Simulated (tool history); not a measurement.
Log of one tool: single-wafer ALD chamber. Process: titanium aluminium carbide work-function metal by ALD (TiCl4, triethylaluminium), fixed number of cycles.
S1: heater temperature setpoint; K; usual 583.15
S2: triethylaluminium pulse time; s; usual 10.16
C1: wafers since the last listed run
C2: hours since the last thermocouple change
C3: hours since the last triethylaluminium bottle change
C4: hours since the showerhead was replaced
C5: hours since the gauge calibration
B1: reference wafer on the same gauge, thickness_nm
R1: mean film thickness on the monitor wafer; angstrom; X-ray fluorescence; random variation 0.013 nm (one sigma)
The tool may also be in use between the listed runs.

{"run": 1, "day": 0.0, "S1": 583.15, "S2": 10.16, "C1": 0, "C2": 1961.7, "C3": 612.1, "C4": 6915.3, "C5": 1421.4, "B1": 2.119, "R1": 22.99}
{"run": 2, "day": 1.629, "S1": 583.15, "S2": 10.16, "C1": 504, "C2": 2000.8, "C3": 651.2, "C4": 6954.4, "C5": 1460.5, "B1": 2.118, "R1": 22.94}
{"run": 3, "day": 3.729, "S1": 583.15, "S2": 11.11, "C1": 650, "C2": 2051.2, "C3": 701.6, "C4": 7004.8, "C5": 1510.9, "B1": 2.118, "R1": 23.03}
{"day": 4.092, "done": "triethylaluminium bottle replaced"}
{"run": 4, "day": 6.904, "S1": 583.15, "S2": 11.11, "C1": 880, "C2": 2127.4, "C3": 67.5, "C4": 7081.0, "C5": 1587.1, "B1": 2.115, "R1": 22.76}
{"run": 5, "day": 9.096, "S1": 578.15, "S2": 10.16, "C1": 679, "C2": 2180.0, "C3": 120.1, "C4": 7133.6, "C5": 1639.7, "B1": 2.118, "R1": 22.58}
{"run": 6, "day": 11.858, "S1": 578.15, "S2": 10.16, "C1": 855, "C2": 2246.3, "C3": 186.4, "C4": 7199.9, "C5": 1706.0, "B1": 2.113, "R1": 22.27}
{"run": 7, "day": 13.512, "S1": 578.15, "S2": 10.16, "C1": 512, "C2": 2286.0, "C3": 226.1, "C4": 7239.6, "C5": 1745.7, "B1": 2.111, "R1": 22.45}
{"run": 8, "day": 15.921, "S1": 583.15, "S2": 10.16, "C1": 746, "C2": 2343.8, "C3": 283.9, "C4": 7297.4, "C5": 1803.5, "B1": 2.109, "R1": 22.95}
{"run": 9, "day": 19.2, "S1": 583.15, "S2": 10.16, "C1": 1016, "C2": 2422.5, "C3": 362.6, "C4": 7376.1, "C5": 1882.2, "B1": 2.108, "R1": 22.81}
{"run": 10, "day": 20.946, "S1": 583.15, "S2": 10.16, "C1": 540, "C2": 2464.4, "C3": 404.5, "C4": 7418.0, "C5": 1924.1, "B1": 2.108, "R1": 22.59}
{"run": 11, "day": 24.575, "S1": 583.15, "S2": 8.95, "C1": 1124, "C2": 2551.5, "C3": 491.6, "C4": 7505.1, "C5": 2011.2, "B1": 2.106, "R1": 22.35}
{"day": 34.562, "done": "gauge calibrated"}
{"day": 35.05, "done": "triethylaluminium bottle replaced"}
{"run": 12, "day": 37.192, "S1": 583.15, "S2": 10.16, "C1": 3806, "C2": 2854.3, "C3": 51.4, "C4": 7807.9, "C5": 63.1, "B1": 2.171, "R1": 23.51}
{"run": 13, "day": 41.267, "S1": 577.15, "S2": 6.75, "C1": 1262, "C2": 2952.1, "C3": 149.2, "C4": 7905.7, "C5": 160.9, "B1": 2.165, "R1": 21.9}
{"day": 42.254, "done": "showerhead replaced"}
{"run": 14, "day": 43.979, "S1": 583.15, "S2": 13.55, "C1": 737, "C2": 3017.2, "C3": 214.3, "C4": 41.4, "C5": 226.0, "B1": 2.161, "R1": 23.63}
{"run": 15, "day": 46.583, "S1": 595.15, "S2": 13.34, "C1": 806, "C2": 3079.7, "C3": 276.8, "C4": 103.9, "C5": 288.5, "B1": 2.159, "R1": 24.55}
{"day": 48.267, "done": "thermocouple changed; heater temperature recalibrated"}
{"run": 16, "day": 49.017, "S1": 596.15, "S2": 6.36, "C1": 650, "C2": 18.0, "C3": 335.2, "C4": 162.3, "C5": 346.9, "B1": 2.154, "R1": 23.71}
{"run": 17, "day": 51.212, "S1": 578.15, "S2": 10.16, "C1": 680, "C2": 70.7, "C3": 387.9, "C4": 215.0, "C5": 399.6, "B1": 2.152, "R1": 23.05}
{"run": 18, "day": 52.821, "S1": 575.15, "S2": 10.16, "C1": 498, "C2": 109.3, "C3": 426.5, "C4": 253.6, "C5": 438.2, "B1": 2.152, "R1": 22.82}
{"run": 19, "day": 55.254, "S1": 579.15, "S2": 7.38, "C1": 753, "C2": 167.7, "C3": 484.9, "C4": 312.0, "C5": 496.6, "B1": 2.159, "R1": 22.32}
{"run": 20, "day": 57.833, "S1": 583.15, "S2": 10.16, "C1": 799, "C2": 229.6, "C3": 546.8, "C4": 373.9, "C5": 558.5, "B1": 2.156, "R1": 23.2}
{"run": 21, "day": 60.342, "S1": 578.15, "S2": 10.16, "C1": 777, "C2": 289.8, "C3": 607.0, "C4": 434.1, "C5": 618.7, "B1": 2.151, "R1": 22.84}
{"run": 22, "day": 63.679, "S1": 575.15, "S2": 11.41, "C1": 1034, "C2": 369.9, "C3": 687.1, "C4": 514.2, "C5": 698.8, "B1": 2.143, "R1": 22.79}
{"day": 65.233, "done": "triethylaluminium bottle replaced"}
{"run": 23, "day": 67.112, "S1": 576.15, "S2": 10.16, "C1": 960, "C2": 452.3, "C3": 45.1, "C4": 596.6, "C5": 781.2, "B1": 2.144, "R1": 22.62}
{"run": 24, "day": 70.538, "S1": 583.15, "S2": 10.16, "C1": 1061, "C2": 534.5, "C3": 127.3, "C4": 678.8, "C5": 863.4, "B1": 2.142, "R1": 23.11}

Hidden state or all else? Some run-to-run changes of R1, split into what the settings, what came in and random variation would give without the hidden state, and what is left for the hidden state (with any gauge scatter that isn't in both results):
The hidden state here: wafer temperature above the value expected at the setpoint (K); triethylaluminium dose above that of a fresh bottle (%); gauge reads high (%).
Run 8 -> 9: no setting changed, nothing entered. R1 -0.14 angstrom: hidden state -0.04, all else -0.10.
Run 11 -> 12: S2 8.95 -> 10.16, gauge calibrated, triethylaluminium bottle replaced. R1 +1.16 angstrom: hidden state +0.67, all else +0.49.
Run 12 -> 13: S1 583.15 -> 577.15, S2 10.16 -> 6.75. R1 -1.61 angstrom: hidden state -0.03, all else -1.58.
Run 13 -> 14: S1 577.15 -> 583.15, S2 6.75 -> 13.55, showerhead replaced. R1 +1.73 angstrom: hidden state -0.02, all else +1.75.
